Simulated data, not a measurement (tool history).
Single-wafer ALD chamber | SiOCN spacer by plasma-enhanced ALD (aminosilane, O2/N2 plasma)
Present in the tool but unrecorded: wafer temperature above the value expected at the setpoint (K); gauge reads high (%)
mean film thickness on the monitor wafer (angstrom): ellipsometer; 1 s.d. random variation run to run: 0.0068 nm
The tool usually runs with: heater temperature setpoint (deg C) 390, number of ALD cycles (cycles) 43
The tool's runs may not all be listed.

run   hour  heater temperature setpoint (deg C)  number of ALD cycles (cycles)  wafers since the last listed run  hours since the last thermocouple change  hours since the gauge calibration  read-back reference wafer on the same gauge, thickness_nm  mean film thickness on the monitor wafer (angstrom)
  1      0                                  390                             43                                 0                                    2169.2                              195.8                                                      3.041                                                 27.6
  2   29.8                                  390                             43                               185                                      2199                              225.6                                                      3.044                                                 27.5
  3   45.4                                  379                             48                                96                                    2214.6                              241.2                                                      3.048                                                30.77
  4   59.2                                  399                             43                                85                                    2228.4                                255                                                      3.045                                                27.58
  5   89.5                                  399                             43                               188                                    2258.7                              285.3                                                      3.051                                                27.66
  6  117.6                                  390                             43                               174                                    2286.8                              313.4                                                       3.05                                                27.71
  7  153.3                                  390                             36                               221                                    2322.5                              349.1                                                      3.056                                                23.17
  8  180.2                                  390                             43                               167                                    2349.4                                376                                                      3.052                                                27.75
  9  214.1                                  390                             43                               210                                    2383.3                              409.9                                                      3.057                                                27.76
 10  230.6                                  390                             46                               102                                    2399.8                              426.4                                                       3.06                                                29.75
 11  246.4                                  390                             46                                98                                    2415.6                              442.2                                                      3.059                                                29.68
 12  270.6                                  390                             46                               150                                    2439.8                              466.4                                                      3.056                                                29.53
 13  294.3                                  390                             43                               147                                    2463.5                              490.1                                                      3.058                                                27.71
 14  309.7                                  390                             43                                95                                    2478.9                              505.5                                                      3.061                                                27.71
 15    329                                  390                             43                               119                                    2498.2                              524.8                                                      3.062                                                27.74
 16  364.9                                  385                             37                               222                                    2534.1                              560.7                                                       3.06                                                23.85
 17  394.1                                  395                             43                               181                                    2563.3                              589.9                                                      3.059                                                27.85
 18  412.1                                  390                             43                               111                                    2581.3                              607.9                                                      3.059                                                27.71
 19  444.4                                  397                             49                               200                                    2613.6                              640.2                                                      3.061                                                31.64
 20  470.8                                  390                             43                               163                                      2640                              666.6                                                      3.063                                                27.77
 21  483.4                                  377                             47                                78                                    2652.6                              679.2                                                      3.061                                                30.34
 22  495.6                                  404                             50                                75                                    2664.8                              691.4                                                      3.062                                                32.05
     525.3  -- thermocouple changed; heater temperature recalibrated
 23  525.8                                  396                             38                               137                                       0.5                              721.6                                                      3.062                                                24.52
 24  541.2                                  390                             43                                95                                      15.9                                737                                                      3.064                                                 27.7
     562.3  -- gauge calibrated
 25  564.2                                  378                             48                               142                                      38.9                                1.9                                                      3.004                                                30.41

Run 26, settings as shown, results not yet in. Your forecast:
 26  597.4                                  390                             43                               206                                      72.1                               35.1                                                          ?                                                    ?

Run 26 gave read-back reference wafer on the same gauge, thickness_nm 3.009, mean film thickness on the monitor wafer (angstrom) 27.14.
Had the tool carried no hidden state, the very same run would have given mean film thickness on the monitor wafer (angstrom) 27.06.
